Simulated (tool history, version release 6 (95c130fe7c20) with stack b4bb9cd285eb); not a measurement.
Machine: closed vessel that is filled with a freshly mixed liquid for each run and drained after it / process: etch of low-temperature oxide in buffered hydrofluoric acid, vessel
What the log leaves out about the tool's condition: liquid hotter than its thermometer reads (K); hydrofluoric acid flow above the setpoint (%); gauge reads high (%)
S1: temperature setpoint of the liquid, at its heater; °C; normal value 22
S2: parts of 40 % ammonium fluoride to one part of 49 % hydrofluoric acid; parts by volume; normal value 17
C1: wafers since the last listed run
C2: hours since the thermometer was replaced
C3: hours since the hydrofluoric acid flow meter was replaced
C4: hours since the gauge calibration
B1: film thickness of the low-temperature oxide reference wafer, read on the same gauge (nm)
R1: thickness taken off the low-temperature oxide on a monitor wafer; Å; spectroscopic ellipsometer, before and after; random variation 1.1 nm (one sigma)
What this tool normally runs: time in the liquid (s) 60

Run 1, hour 0: usual settings but S1 19.5 °C; C1 0; C2 2183.2; C3 1227.3; C4 161.4; B1 130. Result: R1 1328.2 Å.
Run 2, hour 42.1: usual settings but S1 19.5 °C; C1 3750; C2 2225.3; C3 1269.4; C4 203.5; B1 130.01. Result: R1 1329.9 Å.
Run 3, hour 98.9: usual settings but S1 24 °C; C1 5059; C2 2282.1; C3 1326.2; C4 260.3; B1 130. Result: R1 1697.4 Å.
Run 4, hour 149: usual settings but S1 24 °C; C1 4462; C2 2332.2; C3 1376.3; C4 310.4; B1 130.01. Result: R1 1729 Å.
Run 5, hour 195.3: usual settings but S2 14.5 parts by volume, time in the liquid (s) 80; C1 4124; C2 2378.5; C3 1422.6; C4 356.7; B1 129.99. Result: R1 2431.2 Å.
Run 6, hour 498.8: usual settings but time in the liquid (s) 50; C1 27035; C2 2682; C3 1726.1; C4 660.2; B1 130.02. Result: R1 1311.5 Å.
Run 7, hour 571.7: usual settings but time in the liquid (s) 50; C1 6493; C2 2754.9; C3 1799; C4 733.1; B1 130.03. Result: R1 1320.8 Å.
Run 8, hour 616.7: usual settings but time in the liquid (s) 50; C1 4008; C2 2799.9; C3 1844; C4 778.1; B1 130.01. Result: R1 1299 Å.
Run 9, hour 676.1: usual settings but time in the liquid (s) 45; C1 5291; C2 2859.3; C3 1903.4; C4 837.5; B1 130. Result: R1 1180.4 Å.
Run 10, hour 726.5: usual settings but time in the liquid (s) 45; C1 4489; C2 2909.7; C3 1953.8; C4 887.9; B1 130. Result: R1 1191.2 Å.
At hour 734.7: thermometer replaced.
Run 11, hour 828.9: usual settings but time in the liquid (s) 45; C1 9032; C2 94.2; C3 2056.2; C4 990.3; B1 130.01. Result: R1 1041.3 Å.
Run 12, hour 919.9: usual settings but S1 19 °C; C1 8106; C2 185.2; C3 2147.2; C4 1081.3; B1 129.99. Result: R1 1189.1 Å.
At hour 956.7: hydrofluoric acid flow meter replaced.
Run 13, hour 987.8: usual settings; C1 5959; C2 253.1; C3 31.1; C4 1149.2; B1 129.99. Result: R1 1389.8 Å.
At hour 1021: gauge calibrated.
Run 14, hour 1058.9: usual settings but time in the liquid (s) 50; C1 6333; C2 324.2; C3 102.2; C4 37.9; B1 130. Result: R1 1166.9 Å.
Run 15, hour 1164: usual settings but S2 14.5 parts by volume; C1 9362; C2 429.3; C3 207.3; C4 143; B1 130.02. Result: R1 1650.3 Å.
Run 16, hour 1241.3: usual settings but S1 18 °C, S2 14 parts by volume; C1 6885; C2 506.6; C3 284.6; C4 220.3; B1 130.01. Result: R1 1363.3 Å.
Run 17, hour 1303: usual settings but S1 20 °C, S2 11 parts by volume, time in the liquid (s) 30; C1 5496; C2 568.3; C3 346.3; C4 282; B1 129.98. Result: R1 970.9 Å.
Run 18, hour 1363.8: usual settings but S1 24.5 °C, S2 21 parts by volume, time in the liquid (s) 85; C1 5416; C2 629.1; C3 407.1; C4 342.8; B1 130. Result: R1 1914.4 Å.
Run 19, hour 1401: usual settings; C1 3313; C2 666.3; C3 444.3; C4 380; B1 130.01. Result: R1 1429.1 Å.
Run 20, hour 1502.1: usual settings but S1 24 °C, S2 13.5 parts by volume; C1 9006; C2 767.4; C3 545.4; C4 481.1; B1 130. Result: R1 2021.5 Å.
Run 21, hour 1579.2: usual settings but S2 14.5 parts by volume, time in the liquid (s) 80; C1 6868; C2 844.5; C3 622.5; C4 558.2; B1 129.97. Result: R1 2228.8 Å.
Run 22, hour 1633: usual settings; C1 4792; C2 898.3; C3 676.3; C4 612; B1 130.01. Result: R1 1460.5 Å.
Run 23, hour 1732.8: usual settings but S1 20 °C; C1 8890; C2 998.1; C3 776.1; C4 711.8; B1 130.02. Result: R1 1295 Å.
Run 24, hour 1774.8: usual settings but S1 20.5 °C, S2 22 parts by volume; C1 3741; C2 1040.1; C3 818.1; C4 753.8; B1 130. Result: R1 1073.4 Å.
Run 25, hour 1816.6: usual settings but time in the liquid (s) 80; C1 3723; C2 1081.9; C3 859.9; C4 795.6; B1 130.01. Result: R1 1962.8 Å.
Run 26, hour 1901: usual settings but S1 24 °C; C1 7518; C2 1166.3; C3 944.3; C4 880; B1 129.99. Result: R1 1632.3 Å.

Across each entry between runs, compare the hidden state at the last listed run before it with the hidden state at the first listed run after it:
Between runs 10 and 11: thermometer replaced (hour 734.7)
  liquid hotter than its thermometer reads (K): 2.61 -> 0.211
  measured minus no-state result, R1: +159.1 -> +12 Å
Between runs 12 and 13: hydrofluoric acid flow meter replaced (hour 956.7)
  liquid hotter than its thermometer reads (K): 0.292 -> 0.352
  measured minus no-state result, R1: +19.3 -> +26.6 Å
Between runs 13 and 14: gauge calibrated (hour 1021)
  liquid hotter than its thermometer reads (K): 0.352 -> 0.415
  measured minus no-state result, R1: +26.6 -> +26.8 Å
